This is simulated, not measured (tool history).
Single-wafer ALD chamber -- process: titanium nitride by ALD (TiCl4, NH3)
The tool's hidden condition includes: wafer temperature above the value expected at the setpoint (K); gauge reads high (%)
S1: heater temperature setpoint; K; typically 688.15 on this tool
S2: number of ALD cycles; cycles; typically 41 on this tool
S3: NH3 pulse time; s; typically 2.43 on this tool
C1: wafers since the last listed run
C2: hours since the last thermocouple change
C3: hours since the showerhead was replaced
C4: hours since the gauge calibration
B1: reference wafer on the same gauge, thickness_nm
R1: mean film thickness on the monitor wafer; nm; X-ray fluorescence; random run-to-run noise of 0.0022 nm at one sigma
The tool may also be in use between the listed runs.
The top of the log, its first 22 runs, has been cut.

run,hour,S1,S2,S3,C1,C2,C3,C4,B1,R1
23,1024.3,688.15,45,3,183,570.2,104.8,535.9,1.018,0.977
24,1088.4,699.15,45,1.9,361,634.3,168.9,600,1.018,0.966
25,1128.9,681.15,37,3.3,228,674.8,209.4,640.5,1.018,0.8
26,1178.3,688.15,41,1.72,278,724.2,258.8,689.9,1.017,0.878
27,1242.7,688.15,41,2.43,363,788.6,323.2,754.3,1.018,0.885
28,1269.8,692.15,34,2.43,152,815.7,350.3,781.4,1.017,0.734
# hour 1295.5: gauge calibrated
29,1306.1,688.15,37,1.5,204,852,386.6,10.6,1.028,0.799
30,1347.3,688.15,41,2.43,232,893.2,427.8,51.8,1.026,0.895
31,1415.2,683.15,44,2.43,383,961.1,495.7,119.7,1.024,0.954

Branching from run 31: 3 alternative next runs. What would each branch give?
A,1415.7,688.15,41,2.43,2,961.6,496.2,120.2,?,?
B,1415.7,696.15,36,2.77,2,961.6,496.2,120.2,?,?
C,1415.7,679.15,41,2.43,2,961.6,496.2,120.2,?,?

run,B1,R1
A,1.023,0.886
B,1.023,0.782
C,1.023,0.883
Take away the tool's hidden state, keep each run's random variation, and the runs would have read:
run,R1
A,0.89
B,0.786
C,0.888

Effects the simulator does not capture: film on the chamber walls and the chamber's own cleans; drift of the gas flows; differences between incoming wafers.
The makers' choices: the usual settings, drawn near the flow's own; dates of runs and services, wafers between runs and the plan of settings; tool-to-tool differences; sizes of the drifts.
